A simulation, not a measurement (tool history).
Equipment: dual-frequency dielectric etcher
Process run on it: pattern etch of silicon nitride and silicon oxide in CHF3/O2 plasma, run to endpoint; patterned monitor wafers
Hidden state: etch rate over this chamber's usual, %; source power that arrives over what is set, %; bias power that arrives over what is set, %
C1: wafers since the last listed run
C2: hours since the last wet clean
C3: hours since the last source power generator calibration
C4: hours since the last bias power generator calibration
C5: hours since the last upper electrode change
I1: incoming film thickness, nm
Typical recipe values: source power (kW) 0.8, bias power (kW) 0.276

run 1 hour=0 | source_power_(kW)=0.84 bias_power_(kW)=0.276 | C1=0 C2=384.1 C3=2796.8 C4=2434.7 C5=4510.5 | I1=253.3 | endpoint_time_(s)=121.4
run 2 hour=14.6 | source_power_(kW)=0.84 bias_power_(kW)=0.276 | C1=98 C2=398.7 C3=2811.4 C4=2449.3 C5=4525.1 | I1=254.6 | endpoint_time_(s)=122
run 3 hour=41.2 | source_power_(kW)=0.8 bias_power_(kW)=0.276 | C1=179 C2=425.3 C3=2838 C4=2475.9 C5=4551.7 | I1=255.1 | endpoint_time_(s)=123.6
run 4 hour=49.7 | source_power_(kW)=0.8 bias_power_(kW)=0.251 | C1=57 C2=433.8 C3=2846.5 C4=2484.4 C5=4560.2 | I1=257.5 | endpoint_time_(s)=128.5
run 5 hour=62 | source_power_(kW)=0.8 bias_power_(kW)=0.251 | C1=83 C2=446.1 C3=2858.8 C4=2496.7 C5=4572.5 | I1=258.1 | endpoint_time_(s)=128.5
run 6 hour=77.5 | source_power_(kW)=0.8 bias_power_(kW)=0.276 | C1=104 C2=461.6 C3=2874.3 C4=2512.2 C5=4588 | I1=256.7 | endpoint_time_(s)=124.4
run 7 hour=86.8 | source_power_(kW)=0.8 bias_power_(kW)=0.276 | C1=62 C2=470.9 C3=2883.6 C4=2521.5 C5=4597.3 | I1=256.8 | endpoint_time_(s)=124.1
run 8 hour=100.8 | source_power_(kW)=0.93 bias_power_(kW)=0.261 | C1=94 C2=484.9 C3=2897.6 C4=2535.5 C5=4611.3 | I1=259.8 | endpoint_time_(s)=121.7
run 9 hour=117.6 | source_power_(kW)=0.65 bias_power_(kW)=0.276 | C1=113 C2=501.7 C3=2914.4 C4=2552.3 C5=4628.1 | I1=255.8 | endpoint_time_(s)=132.6
run 10 hour=135 | source_power_(kW)=0.65 bias_power_(kW)=0.276 | C1=117 C2=519.1 C3=2931.8 C4=2569.7 C5=4645.5 | I1=255.5 | endpoint_time_(s)=132
-- hour=162.4 upper electrode replaced
-- hour=171.4 wet clean of the chamber
run 11 hour=171.9 | source_power_(kW)=0.65 bias_power_(kW)=0.276 | C1=26 C2=0.5 C3=2968.7 C4=2606.6 C5=9.5 | I1=256.5 | endpoint_time_(s)=136.6
run 12 hour=180.4 | source_power_(kW)=0.8 bias_power_(kW)=0.276 | C1=57 C2=9 C3=2977.2 C4=2615.1 C5=18 | I1=257.4 | endpoint_time_(s)=127.8
run 13 hour=191.9 | source_power_(kW)=0.8 bias_power_(kW)=0.276 | C1=77 C2=20.5 C3=2988.7 C4=2626.6 C5=29.5 | I1=256.2 | endpoint_time_(s)=127.4
-- hour=197.6 source power generator calibrated
run 14 hour=198.8 | source_power_(kW)=0.69 bias_power_(kW)=0.276 | C1=19 C2=27.4 C3=1.2 C4=2633.5 C5=36.4 | I1=256.2 | endpoint_time_(s)=132.9
run 15 hour=211.2 | source_power_(kW)=0.8 bias_power_(kW)=0.246 | C1=83 C2=39.8 C3=13.6 C4=2645.9 C5=48.8 | I1=256.8 | endpoint_time_(s)=131.7
-- hour=222.6 bias power generator calibrated
run 16 hour=223.1 | source_power_(kW)=0.8 bias_power_(kW)=0.304 | C1=53 C2=51.7 C3=25.5 C4=0.5 C5=60.7 | I1=256.3 | endpoint_time_(s)=122.9
run 17 hour=233.4 | source_power_(kW)=0.8 bias_power_(kW)=0.276 | C1=69 C2=62 C3=35.8 C4=10.8 C5=71 | I1=253.8 | endpoint_time_(s)=125.7
run 18 hour=243.8 | source_power_(kW)=0.94 bias_power_(kW)=0.256 | C1=70 C2=72.4 C3=46.2 C4=21.2 C5=81.4 | I1=257.4 | endpoint_time_(s)=122.5
run 19 hour=290.2 | source_power_(kW)=0.87 bias_power_(kW)=0.313 | C1=313 C2=118.8 C3=92.6 C4=67.6 C5=127.8 | I1=258.6 | endpoint_time_(s)=118.5
run 20 hour=297.8 | source_power_(kW)=0.8 bias_power_(kW)=0.213 | C1=51 C2=126.4 C3=100.2 C4=75.2 C5=135.4 | I1=255.3 | endpoint_time_(s)=134.4
run 21 hour=313 | source_power_(kW)=0.97 bias_power_(kW)=0.294 | C1=102 C2=141.6 C3=115.4 C4=90.4 C5=150.6 | I1=255.2 | endpoint_time_(s)=115.4
run 22 hour=324.8 | source_power_(kW)=0.7 bias_power_(kW)=0.293 | C1=79 C2=153.4 C3=127.2 C4=102.2 C5=162.4 | I1=256.7 | endpoint_time_(s)=128.8
run 23 hour=331.7 | source_power_(kW)=0.94 bias_power_(kW)=0.344 | C1=46 C2=160.3 C3=134.1 C4=109.1 C5=169.3 | I1=254.7 | endpoint_time_(s)=109.9
run 24 hour=343.8 | source_power_(kW)=0.8 bias_power_(kW)=0.246 | C1=81 C2=172.4 C3=146.2 C4=121.2 C5=181.4 | I1=254.3 | endpoint_time_(s)=128.5
run 25 hour=353.2 | source_power_(kW)=0.8 bias_power_(kW)=0.276 | C1=63 C2=181.8 C3=155.6 C4=130.6 C5=190.8 | I1=254.5 | endpoint_time_(s)=124.4
run 26 hour=360.2 | source_power_(kW)=0.99 bias_power_(kW)=0.334 | C1=47 C2=188.8 C3=162.6 C4=137.6 C5=197.8 | I1=256.5 | endpoint_time_(s)=109.8
run 27 hour=373 | source_power_(kW)=0.9 bias_power_(kW)=0.245 | C1=86 C2=201.6 C3=175.4 C4=150.4 C5=210.6 | I1=254.7 | endpoint_time_(s)=123.7

For each run, what was the tool's unlogged condition?
source power that arrives over what is set, %: 0 at every run
bias power that arrives over what is set, %: 0 at every run
H1: etch rate over this chamber's usual, %
run=1 H1=2.55
run=2 H1=2.67
run=3 H1=2.89
run=4 H1=2.96
run=5 H1=3.07
run=6 H1=3.19
run=7 H1=3.27
run=8 H1=3.39
run=9 H1=3.53
run=10 H1=3.67
run=11 H1=0.7
run=12 H1=0.77
run=13 H1=0.865
run=14 H1=0.922
run=15 H1=1.02
run=16 H1=1.12
run=17 H1=1.21
run=18 H1=1.29
run=19 H1=1.68
run=20 H1=1.74
run=21 H1=1.87
run=22 H1=1.96
run=23 H1=2.02
run=24 H1=2.12
run=25 H1=2.2
run=26 H1=2.26
run=27 H1=2.36
